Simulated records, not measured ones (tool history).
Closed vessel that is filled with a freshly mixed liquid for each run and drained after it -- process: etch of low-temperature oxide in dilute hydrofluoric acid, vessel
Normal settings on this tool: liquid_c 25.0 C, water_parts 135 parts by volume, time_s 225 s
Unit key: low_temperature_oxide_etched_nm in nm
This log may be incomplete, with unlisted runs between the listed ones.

| run | hour | liquid_c | water_parts | time_s | wafers since the last listed run | hours since the thermometer was replaced | hours since the hydrofluoric acid flow meter was replaced | hours since the gauge calibration | read-back film thickness of the low-temperature oxide reference wafer, read on the same gauge (nm) | low_temperature_oxide_etched_nm |
|---|---|---|---|---|---|---|---|---|---|---|
| 1 | 0.0 | 23.5 | 160 | 225 | 0 | 1214.8 | 1195.1 | 1365.6 | 30.00 | 32.04 |
|  | 13.2 | gauge calibrated |
| 2 | 89.9 | 23.5 | 160 | 225 | 9676 | 1304.7 | 1285.0 | 76.7 | 29.96 | 32.59 |
| 3 | 177.6 | 25.0 | 135 | 225 | 9439 | 1392.4 | 1372.7 | 164.4 | 29.97 | 41.85 |
| 4 | 238.6 | 25.0 | 135 | 225 | 6565 | 1453.4 | 1433.7 | 225.4 | 29.99 | 42.06 |
| 5 | 303.3 | 25.0 | 135 | 225 | 6964 | 1518.1 | 1498.4 | 290.1 | 30.00 | 41.09 |
| 6 | 375.4 | 25.0 | 135 | 225 | 7760 | 1590.2 | 1570.5 | 362.2 | 29.99 | 41.75 |
| 7 | 424.6 | 25.0 | 135 | 225 | 5295 | 1639.4 | 1619.7 | 411.4 | 29.95 | 41.17 |
| 8 | 462.1 | 25.0 | 175 | 225 | 4036 | 1676.9 | 1657.2 | 448.9 | 30.03 | 31.12 |
| 9 | 531.8 | 25.0 | 170 | 225 | 7502 | 1746.6 | 1726.9 | 518.6 | 30.02 | 32.36 |
|  | 605.3 | hydrofluoric acid flow meter replaced |
| 10 | 632.4 | 25.0 | 135 | 225 | 10720 | 1847.2 | 27.1 | 619.2 | 30.02 | 37.66 |
|  | 681.5 | thermometer replaced |
| 11 | 718.0 | 25.0 | 135 | 225 | 9106 | 36.5 | 112.7 | 704.8 | 30.00 | 41.46 |
| 12 | 794.7 | 25.0 | 135 | 225 | 8255 | 113.2 | 189.4 | 781.5 | 30.04 | 42.00 |
| 13 | 876.4 | 25.0 | 135 | 125 | 8793 | 194.9 | 271.1 | 863.2 | 30.00 | 23.49 |
| 14 | 935.5 | 25.0 | 135 | 225 | 6361 | 254.0 | 330.2 | 922.3 | 29.99 | 42.67 |
| 15 | 997.7 | 25.0 | 135 | 310 | 6695 | 316.2 | 392.4 | 984.5 | 29.99 | 57.70 |
| 16 | 1064.7 | 29.5 | 80 | 225 | 7211 | 383.2 | 459.4 | 1051.5 | 30.02 | 91.96 |
| 17 | 1168.6 | 21.0 | 155 | 225 | 11183 | 487.1 | 563.3 | 1155.4 | 30.00 | 31.00 |
| 18 | 1225.7 | 25.0 | 135 | 225 | 6146 | 544.2 | 620.4 | 1212.5 | 29.96 | 42.57 |
|  | 1309.4 | gauge calibrated |
| 19 | 1332.9 | 25.0 | 135 | 225 | 11538 | 651.4 | 727.6 | 23.5 | 29.99 | 42.89 |
| 20 | 1569.6 | 25.0 | 135 | 225 | 25477 | 888.1 | 964.3 | 260.2 | 30.01 | 42.70 |
| 21 | 1669.0 | 25.0 | 80 | 160 | 10699 | 987.5 | 1063.7 | 359.6 | 30.00 | 54.29 |
| 22 | 1747.4 | 28.5 | 135 | 360 | 8438 | 1065.9 | 1142.1 | 438.0 | 30.04 | 77.97 |
| 23 | 1790.9 | 20.0 | 190 | 105 | 4682 | 1109.4 | 1185.6 | 481.5 | 30.01 | 10.98 |
| 24 | 1879.2 | 27.5 | 135 | 225 | 9504 | 1197.7 | 1273.9 | 569.8 | 30.00 | 46.50 |
| 25 | 1946.9 | 30.0 | 80 | 295 | 7287 | 1265.4 | 1341.6 | 637.5 | 30.04 | 123.14 |

What would each run have given without the hidden state, its run-to-run variation left as it was?
Hidden conditions of the tool in this case: liquid colder than its thermometer reads (K); hydrofluoric acid flow above the setpoint (%); gauge reads high (%).
| run | low_temperature_oxide_etched_nm |
|---|---|
| 1 | 31.93 |
| 2 | 32.46 |
| 3 | 41.71 |
| 4 | 41.91 |
| 5 | 40.94 |
| 6 | 41.58 |
| 7 | 40.99 |
| 8 | 30.80 |
| 9 | 32.04 |
| 10 | 41.65 |
| 11 | 40.81 |
| 12 | 41.30 |
| 13 | 23.08 |
| 14 | 41.91 |
| 15 | 56.64 |
| 16 | 90.35 |
| 17 | 30.39 |
| 18 | 41.71 |
| 19 | 41.96 |
| 20 | 41.72 |
| 21 | 53.35 |
| 22 | 75.87 |
| 23 | 10.70 |
| 24 | 45.25 |
| 25 | 120.50 |
